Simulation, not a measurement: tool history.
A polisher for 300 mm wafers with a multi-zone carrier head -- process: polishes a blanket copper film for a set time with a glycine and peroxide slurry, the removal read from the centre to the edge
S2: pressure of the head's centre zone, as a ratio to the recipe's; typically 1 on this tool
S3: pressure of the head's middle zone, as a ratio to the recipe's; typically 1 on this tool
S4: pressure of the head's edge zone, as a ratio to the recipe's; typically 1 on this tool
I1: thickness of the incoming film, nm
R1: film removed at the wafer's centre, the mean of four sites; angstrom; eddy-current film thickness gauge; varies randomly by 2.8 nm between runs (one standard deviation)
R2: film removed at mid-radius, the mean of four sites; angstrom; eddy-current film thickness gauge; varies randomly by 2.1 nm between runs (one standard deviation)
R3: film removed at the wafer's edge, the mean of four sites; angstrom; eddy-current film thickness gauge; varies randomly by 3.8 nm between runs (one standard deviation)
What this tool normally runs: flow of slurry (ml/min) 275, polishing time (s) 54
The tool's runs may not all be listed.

run 1 hour=0 | flow_of_slurry_(ml/min)=275 S2=1 S3=1 S4=1 polishing_time_(s)=54 | I1=1237.8 | R1=2854 R2=2892 R3=2947
-- hour=48.4 edge zone pressure recalibrated
run 2 hour=83.1 | flow_of_slurry_(ml/min)=275 S2=1 S3=1 S4=1 polishing_time_(s)=54 | I1=1244.9 | R1=2881 R2=2833 R3=2883
run 3 hour=184.8 | flow_of_slurry_(ml/min)=275 S2=1 S3=1 S4=1 polishing_time_(s)=54 | I1=1223.7 | R1=2853 R2=2801 R3=2830
run 4 hour=247.2 | flow_of_slurry_(ml/min)=275 S2=1 S3=1 S4=1 polishing_time_(s)=54 | I1=1233.1 | R1=2858 R2=2808 R3=2860
-- hour=316 worn pad replaced by a new one, of another model than before
run 5 hour=336.4 | flow_of_slurry_(ml/min)=275 S2=1 S3=1 S4=1 polishing_time_(s)=54 | I1=1235 | R1=2877 R2=2807 R3=2897
run 6 hour=410.2 | flow_of_slurry_(ml/min)=200 S2=0.89 S3=1 S4=1 polishing_time_(s)=54 | I1=1240.7 | R1=2423 R2=2707 R3=2825
-- hour=454 slurry nozzle cleaned
run 7 hour=489.1 | flow_of_slurry_(ml/min)=275 S2=1 S3=1 S4=1 polishing_time_(s)=54 | I1=1218.4 | R1=2943 R2=2895 R3=2973
run 8 hour=576.4 | flow_of_slurry_(ml/min)=275 S2=1 S3=1 S4=1 polishing_time_(s)=54 | I1=1237.6 | R1=2963 R2=2870 R3=2959
run 9 hour=617.6 | flow_of_slurry_(ml/min)=275 S2=1 S3=1 S4=1 polishing_time_(s)=54 | I1=1248.3 | R1=2888 R2=2881 R3=2865
run 10 hour=678.3 | flow_of_slurry_(ml/min)=320 S2=1 S3=1.04 S4=1.1 polishing_time_(s)=72 | I1=1265.8 | R1=3959 R2=3963 R3=4044
run 11 hour=742.5 | flow_of_slurry_(ml/min)=275 S2=0.96 S3=0.92 S4=1.11 polishing_time_(s)=45 | I1=1243.1 | R1=2340 R2=2279 R3=2545
-- hour=831.6 edge zone pressure recalibrated
run 12 hour=836.5 | flow_of_slurry_(ml/min)=220 S2=0.89 S3=1.06 S4=1 polishing_time_(s)=35 | I1=1250.6 | R1=1649 R2=1886 R3=1852
-- hour=872.1 worn pad replaced by a new one
-- hour=906 centre zone pressure recalibrated
-- hour=995.8 carrier head's membrane replaced by a new one
run 13 hour=1018.1 | flow_of_slurry_(ml/min)=315 S2=1 S3=1 S4=1 polishing_time_(s)=36 | I1=1237.4 | R1=1944 R2=1900 R3=1936
run 14 hour=1091.6 | flow_of_slurry_(ml/min)=275 S2=0.92 S3=0.91 S4=1 polishing_time_(s)=38 | I1=1244.4 | R1=1826 R2=1883 R3=2013
-- hour=1110.9 slurry nozzle cleaned
run 15 hour=1185.2 | flow_of_slurry_(ml/min)=275 S2=1 S3=1 S4=1 polishing_time_(s)=39 | I1=1228.6 | R1=2138 R2=2076 R3=2137
run 16 hour=1221.5 | flow_of_slurry_(ml/min)=305 S2=1 S3=1 S4=1 polishing_time_(s)=54 | I1=1260.3 | R1=3026 R2=2935 R3=2977
run 17 hour=1287.8 | flow_of_slurry_(ml/min)=210 S2=1 S3=1 S4=0.88 polishing_time_(s)=37 | I1=1249 | R1=1926 R2=1939 R3=1938
run 18 hour=1357.8 | flow_of_slurry_(ml/min)=275 S2=1.06 S3=1 S4=0.89 polishing_time_(s)=54 | I1=1243.3 | R1=3108 R2=2875 R3=2843
run 19 hour=1430.3 | flow_of_slurry_(ml/min)=275 S2=0.89 S3=1 S4=0.93 polishing_time_(s)=54 | I1=1223.6 | R1=2555 R2=2877 R3=2925
run 20 hour=1474.3 | flow_of_slurry_(ml/min)=275 S2=1 S3=1 S4=1 polishing_time_(s)=54 | I1=1232.7 | R1=2862 R2=2864 R3=2951
-- hour=1506 worn pad replaced by a new one
run 21 hour=1562.5 | flow_of_slurry_(ml/min)=275 S2=1 S3=1 S4=1 polishing_time_(s)=54 | I1=1226.4 | R1=2883 R2=2834 R3=2960
run 22 hour=1615.1 | flow_of_slurry_(ml/min)=245 S2=0.93 S3=1 S4=0.91 polishing_time_(s)=68 | I1=1235.9 | R1=3231 R2=3510 R3=3622

Run by run, hidden condition taken away, random variation retained:
Hidden state present: removal rate lost through wear of the pad, %; slurry flow missing at the pad, %; deviation of the centre zone's pressure from its setpoint, %; deviation of the edge zone's pressure from its setpoint, %.
run=1 R1=2914 R2=2948 R3=2989
run=2 R1=2966 R2=2909 R3=2940
run=3 R1=2971 R2=2905 R3=2909
run=4 R1=2999 R2=2932 R3=2955
run=5 R1=2985 R2=2902 R3=2971
run=6 R1=2557 R2=2840 R3=2927
run=7 R1=2950 R2=2902 R3=2978
run=8 R1=2984 R2=2888 R3=2974
run=9 R1=2915 R2=2905 R3=2883
run=10 R1=4003 R2=4004 R3=4076
run=11 R1=2379 R2=2313 R3=2573
run=12 R1=1692 R2=1930 R3=1885
run=13 R1=2007 R2=1955 R3=1979
run=14 R1=1903 R2=1954 R3=2071
run=15 R1=2145 R2=2083 R3=2143
run=16 R1=3041 R2=2949 R3=2987
run=17 R1=1947 R2=1958 R3=1952
run=18 R1=3149 R2=2909 R3=2868
run=19 R1=2600 R2=2923 R3=2960
run=20 R1=2919 R2=2917 R3=2991
run=21 R1=2959 R2=2901 R3=3013
run=22 R1=3336 R2=3613 R3=3702
